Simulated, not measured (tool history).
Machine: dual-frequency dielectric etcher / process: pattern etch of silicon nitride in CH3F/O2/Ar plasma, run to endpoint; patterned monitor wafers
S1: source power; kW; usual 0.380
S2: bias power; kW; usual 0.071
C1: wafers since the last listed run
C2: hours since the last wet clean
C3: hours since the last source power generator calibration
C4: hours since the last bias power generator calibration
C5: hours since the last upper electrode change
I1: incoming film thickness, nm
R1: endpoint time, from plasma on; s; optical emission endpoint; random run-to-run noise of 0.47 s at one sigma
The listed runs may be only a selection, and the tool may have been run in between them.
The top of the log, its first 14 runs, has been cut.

Run 15, hour 318.0: usual settings; C1 197; C2 77.7; C3 2410.5; C4 2332.7; C5 3058.4; I1 59.8. Result: R1 87.5 s.
At hour 345.1: wet clean of the chamber, repeated, since the last time left the tool worse.
Run 16, hour 345.6: usual settings but S1 0.410 kW, S2 0.054 kW; C1 22; C2 0.5; C3 2438.1; C4 2360.3; C5 3086.0; I1 61.6. Result: R1 85.9 s.
Run 17, hour 368.0: usual settings; C1 140; C2 22.9; C3 2460.5; C4 2382.7; C5 3108.4; I1 61.3. Result: R1 83.8 s.
Run 18, hour 380.3: usual settings but S1 0.280 kW, S2 0.055 kW; C1 77; C2 35.2; C3 2472.8; C4 2395.0; C5 3120.7; I1 60.1. Result: R1 106.9 s.
Run 19, hour 415.1: usual settings but S1 0.350 kW, S2 0.084 kW; C1 218; C2 70.0; C3 2507.6; C4 2429.8; C5 3155.5; I1 60.2. Result: R1 84.9 s.
Run 20, hour 438.3: usual settings; C1 145; C2 93.2; C3 2530.8; C4 2453.0; C5 3178.7; I1 60.1. Result: R1 83.3 s.
Run 21, hour 451.6: usual settings but S1 0.430 kW, S2 0.080 kW; C1 83; C2 106.5; C3 2544.1; C4 2466.3; C5 3192.0; I1 60.2. Result: R1 75.7 s.
At hour 471.6: source power generator calibrated.
Run 22, hour 485.0: usual settings but S1 0.410 kW, S2 0.087 kW; C1 184; C2 139.9; C3 13.4; C4 2499.7; C5 3225.4; I1 60.5. Result: R1 77.1 s.
At hour 522.7: upper electrode replaced.
Run 23, hour 523.2: usual settings but S1 0.320 kW, S2 0.078 kW; C1 89; C2 178.1; C3 51.6; C4 2537.9; C5 0.5; I1 60.2. Result: R1 90.9 s.
Run 24, hour 533.2: usual settings; C1 62; C2 188.1; C3 61.6; C4 2547.9; C5 10.5; I1 60.6. Result: R1 84.4 s.
At hour 557.6: bias power generator calibrated.
Run 25, hour 564.0: usual settings; C1 168; C2 218.9; C3 92.4; C4 6.4; C5 41.3; I1 60.5. Result: R1 84.3 s.
Run 26, hour 584.7: usual settings; C1 129; C2 239.6; C3 113.1; C4 27.1; C5 62.0; I1 60.8. Result: R1 84.8 s.
Run 27, hour 608.9: usual settings but S2 0.082 kW; C1 151; C2 263.8; C3 137.3; C4 51.3; C5 86.2; I1 60.8. Result: R1 82.7 s.
Run 28, hour 641.1: usual settings; C1 201; C2 296.0; C3 169.5; C4 83.5; C5 118.4; I1 60.1. Result: R1 84.4 s.
Run 29, hour 668.4: usual settings but S1 0.300 kW, S2 0.056 kW; C1 171; C2 323.3; C3 196.8; C4 110.8; C5 145.7; I1 60.5. Result: R1 102.9 s.
Run 30, hour 680.9: usual settings but S1 0.310 kW, S2 0.088 kW; C1 78; C2 335.8; C3 209.3; C4 123.3; C5 158.2; I1 59.9. Result: R1 90.7 s.
Run 31, hour 702.7: usual settings but S1 0.470 kW, S2 0.087 kW; C1 136; C2 357.6; C3 231.1; C4 145.1; C5 180.0; I1 60.3. Result: R1 71.0 s.

4 options for the next run, each taken on its own from the tool as it stands now. Forecast them:
Run A, hour 703.1: usual settings; C1 2; C2 358.0; C3 231.5; C4 145.5; C5 180.4; I1 60.3. Result: R1 ?.
Run B, hour 703.1: usual settings but S1 0.330 kW, S2 0.087 kW; C1 2; C2 358.0; C3 231.5; C4 145.5; C5 180.4; I1 60.3. Result: R1 ?.
Run C, hour 703.1: usual settings but S1 0.440 kW, S2 0.062 kW; C1 2; C2 358.0; C3 231.5; C4 145.5; C5 180.4; I1 60.3. Result: R1 ?.
Run D, hour 703.1: usual settings but S1 0.470 kW, S2 0.078 kW; C1 2; C2 358.0; C3 231.5; C4 145.5; C5 180.4; I1 60.3. Result: R1 ?.

run    R1
  A  84.6
  B  88.6
  C  79.7
  D  73.5
Without the tool's hidden state the same runs would have given:
run    R1
  A  83.1
  B  87.0
  C  78.3
  D  72.2

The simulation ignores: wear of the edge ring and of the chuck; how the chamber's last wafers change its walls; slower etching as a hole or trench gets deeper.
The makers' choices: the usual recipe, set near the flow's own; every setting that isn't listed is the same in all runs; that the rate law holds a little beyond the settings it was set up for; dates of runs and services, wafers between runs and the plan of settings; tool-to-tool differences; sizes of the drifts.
